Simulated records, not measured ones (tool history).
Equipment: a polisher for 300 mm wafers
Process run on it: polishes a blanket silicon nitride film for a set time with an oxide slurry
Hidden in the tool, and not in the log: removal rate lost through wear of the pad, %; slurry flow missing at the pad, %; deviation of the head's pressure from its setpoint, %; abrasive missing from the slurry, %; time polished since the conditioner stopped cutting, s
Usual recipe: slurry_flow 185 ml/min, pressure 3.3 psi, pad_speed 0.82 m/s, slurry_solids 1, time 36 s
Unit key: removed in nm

run	hour	slurry_flow	pressure	pad_speed	slurry_solids	time	wafers since the last listed run	wafers polished on this pad	hours since the slurry nozzle was cleaned	hours since the head pressure was calibrated	hours since the slurry blender was calibrated	hours since the conditioning disc was replaced	incoming thickness of the incoming film, nm	removed
1	0	185	3.3	0.82	1	43	0	5028	493.9	73.4	491.7	473.9	283.4	19.9
2	53.3	185	3.3	0.82	1	43	749	5777	547.2	126.7	545	527.2	285.4	19.9
# hour 66.2: slurry nozzle cleaned
3	103.8	135	3.3	0.82	1	36	695	6473	37.6	177.2	595.5	577.7	282.2	15.9
# hour 106.9: slurry blender recalibrated
4	194.6	185	3.3	0.82	1	36	1248	7721	128.4	268	87.7	668.5	280.4	17.4
# hour 212.2: conditioning disc replaced and pad reconditioned
# hour 232.6: worn pad replaced by a new one
5	256.4	185	3.3	0.82	1.2	36	784	334	190.2	329.8	149.5	44.2	281.9	21
6	294.2	130	3.3	0.82	1	36	531	866	228	367.6	187.3	82	276.6	17.6
7	505.2	155	2.4	0.82	1	44	2966	3832	439	578.6	398.3	293	278.4	14.7
8	602.7	185	3.3	0.82	1	47	1370	5203	536.5	676.1	495.8	390.5	281	21.9
9	647.9	185	3.3	0.82	1	44	635	5838	581.7	721.3	541	435.7	280.6	20
# hour 669.9: head pressure recalibrated
10	699.3	185	3.3	0.82	0.85	36	694	6533	633.1	29.4	592.4	487.1	280.4	14
# hour 709.1: slurry blender recalibrated
11	779.9	185	3.3	0.82	1	36	1105	7638	713.7	110	70.8	567.7	281.3	17.2
# hour 803.1: slurry nozzle cleaned
12	866.8	185	2.7	0.82	1	36	1207	8845	63.7	196.9	157.7	654.6	282.9	14
# hour 880.2: conditioning disc replaced and pad reconditioned
# hour 905.5: worn pad replaced by a new one
13	926.1	145	3.3	0.66	0.7	46	749	290	123	256.2	217	45.9	278.1	14.4

For run 14, what comes out?
14	966.2	185	3.3	0.98	1.25	26	563	853	163.1	296.3	257.1	86	277.5	?

Logged for run 14: removed 16.4 nm.
Had the tool carried no hidden state, the very same run would have given removed 17.4 nm.

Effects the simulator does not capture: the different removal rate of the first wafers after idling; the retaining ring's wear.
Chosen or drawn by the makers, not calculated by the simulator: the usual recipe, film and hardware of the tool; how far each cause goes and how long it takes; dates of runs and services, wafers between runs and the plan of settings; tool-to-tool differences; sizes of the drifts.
